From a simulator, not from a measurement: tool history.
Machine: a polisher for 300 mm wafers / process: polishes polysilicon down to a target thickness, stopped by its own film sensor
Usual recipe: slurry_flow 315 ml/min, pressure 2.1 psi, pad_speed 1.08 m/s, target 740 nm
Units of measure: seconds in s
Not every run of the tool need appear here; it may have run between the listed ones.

| run | hour | slurry_flow | pressure | pad_speed | target | incoming thickness of the incoming film, nm | seconds |
|---|---|---|---|---|---|---|---|
| 1 | 0.0 | 315 | 2.1 | 1.08 | 740 | 1156.9 | 59.7 |
| 2 | 57.9 | 315 | 2.6 | 0.82 | 740 | 1148.5 | 70.0 |
| 3 | 94.7 | 275 | 2.1 | 1.08 | 740 | 1164.1 | 64.9 |
| 4 | 122.0 | 275 | 2.1 | 1.08 | 740 | 1137.4 | 62.0 |
| 5 | 161.9 | 315 | 2.1 | 1.08 | 740 | 1172.6 | 60.4 |
| 6 | 233.7 | 315 | 2.1 | 1.08 | 740 | 1149.9 | 58.3 |
| 7 | 274.1 | 315 | 2.1 | 1.08 | 740 | 1177.0 | 60.0 |
| 8 | 324.5 | 315 | 2.1 | 1.08 | 740 | 1181.9 | 57.6 |
| 9 | 391.9 | 315 | 2.2 | 1.20 | 740 | 1146.0 | 47.6 |
| 10 | 461.5 | 315 | 2.1 | 1.08 | 740 | 1177.0 | 61.5 |
| 11 | 500.8 | 315 | 2.1 | 1.08 | 740 | 1180.6 | 64.8 |
| 12 | 525.1 | 315 | 2.1 | 1.08 | 740 | 1174.9 | 61.6 |
| 13 | 586.9 | 260 | 2.3 | 1.08 | 740 | 1164.5 | 57.3 |
| 14 | 626.7 | 315 | 2.1 | 1.08 | 784 | 1156.1 | 57.6 |
| 15 | 679.2 | 375 | 2.7 | 1.08 | 740 | 1158.7 | 53.0 |
| 16 | 717.3 | 315 | 2.3 | 1.08 | 664 | 1141.2 | 60.7 |
| 17 | 758.1 | 315 | 2.1 | 1.08 | 740 | 1159.0 | 59.4 |
| 18 | 794.2 | 315 | 2.1 | 1.08 | 740 | 1165.9 | 59.5 |
| 19 | 840.8 | 415 | 2.1 | 1.08 | 740 | 1161.7 | 59.0 |
| 20 | 883.6 | 315 | 2.5 | 1.30 | 805 | 1135.9 | 34.2 |
| 21 | 938.9 | 370 | 2.1 | 0.78 | 837 | 1155.9 | 63.8 |
| 22 | 989.2 | 315 | 2.1 | 1.08 | 740 | 1169.9 | 64.2 |
| 23 | 1018.4 | 315 | 2.1 | 1.08 | 798 | 1176.8 | 57.7 |
| 24 | 1047.9 | 425 | 2.1 | 1.20 | 740 | 1168.6 | 58.6 |
| 25 | 1108.1 | 405 | 2.1 | 1.08 | 740 | 1162.7 | 64.4 |
| 26 | 1150.6 | 315 | 2.1 | 1.08 | 740 | 1147.8 | 65.9 |
| 27 | 1201.1 | 315 | 2.1 | 0.74 | 643 | 1137.3 | 103.4 |
| 28 | 1240.7 | 315 | 2.1 | 1.08 | 740 | 1165.8 | 61.3 |
| 29 | 1283.4 | 315 | 2.1 | 1.08 | 740 | 1143.7 | 58.0 |
| 30 | 1318.6 | 265 | 2.1 | 1.08 | 740 | 1154.8 | 62.0 |
| 31 | 1383.9 | 315 | 2.4 | 1.08 | 640 | 1172.4 | 63.1 |
| 32 | 1427.5 | 315 | 2.1 | 1.08 | 740 | 1176.9 | 59.7 |
| 33 | 1457.7 | 285 | 1.7 | 1.08 | 859 | 1145.3 | 48.4 |
| 34 | 1492.8 | 380 | 1.8 | 0.86 | 877 | 1166.0 | 55.6 |
| 35 | 1540.2 | 275 | 2.1 | 1.08 | 740 | 1170.5 | 62.1 |
| 36 | 1592.8 | 315 | 2.1 | 1.08 | 740 | 1144.2 | 54.3 |
| 37 | 1643.9 | 395 | 1.8 | 1.08 | 632 | 1174.3 | 81.5 |

Missing from the log above: 10 entries noted between runs. For each, name the pair of listed runs it sits between and say how the tool's hidden condition differs from the listed run just before to the listed run just after:
After run 4, before run 5: slurry nozzle cleaned (hour 133.8); head pressure recalibrated (hour 143.2)
  removal rate lost through wear of the pad, %: 4.34 -> 5.59; deviation of the head's pressure from its setpoint, %: -13.6 -> -0.0869
  the result without the hidden state subtracted from the measured one, seconds: +9.6 -> +3.4 s
After run 6, before run 7: worn pad replaced by a new one (hour 265.0)
  removal rate lost through wear of the pad, %: 8.34 -> 0.729; deviation of the head's pressure from its setpoint, %: -1.87 -> -2.76
  the result without the hidden state subtracted from the measured one, seconds: +5.7 -> +1.8 s
After run 12, before run 13: slurry nozzle cleaned (hour 546.5)
  removal rate lost through wear of the pad, %: 4.98 -> 7.24; deviation of the head's pressure from its setpoint, %: -6.8 -> -7.49
  the result without the hidden state subtracted from the measured one, seconds: +6.5 -> +7.6 s
After run 15, before run 16: worn pad replaced by a new one (hour 713.0)
  removal rate lost through wear of the pad, %: 11.5 -> 0.0511; deviation of the head's pressure from its setpoint, %: -8.36 -> -8.68
  the result without the hidden state subtracted from the measured one, seconds: +9.4 -> +4.5 s
After run 23, before run 24: slurry nozzle cleaned (hour 1034.7)
  removal rate lost through wear of the pad, %: 5.91 -> 7.1; deviation of the head's pressure from its setpoint, %: -10.4 -> -10.5
  the result without the hidden state subtracted from the measured one, seconds: +8.2 -> +9.0 s
After run 26, before run 27: worn pad replaced by a new one (hour 1186.0)
  removal rate lost through wear of the pad, %: 12.1 -> 0.885; deviation of the head's pressure from its setpoint, %: -10.9 -> -11
  the result without the hidden state subtracted from the measured one, seconds: +13.3 -> +10.5 s
After run 30, before run 31: head pressure recalibrated (hour 1352.9)
  removal rate lost through wear of the pad, %: 1.98 -> 3.33; deviation of the head's pressure from its setpoint, %: -11.3 -> 0.969
  the result without the hidden state subtracted from the measured one, seconds: +7.0 -> +1.6 s
After run 34, before run 35: slurry nozzle cleaned (hour 1523.7)
  removal rate lost through wear of the pad, %: 6.79 -> 8.76; deviation of the head's pressure from its setpoint, %: -1.56 -> -2.49
  the result without the hidden state subtracted from the measured one, seconds: +4.5 -> +6.6 s
After run 35, before run 36: worn pad replaced by a new one (hour 1587.3)
  removal rate lost through wear of the pad, %: 8.76 -> 0.537; deviation of the head's pressure from its setpoint, %: -2.49 -> -3.41
  the result without the hidden state subtracted from the measured one, seconds: +6.6 -> +1.8 s
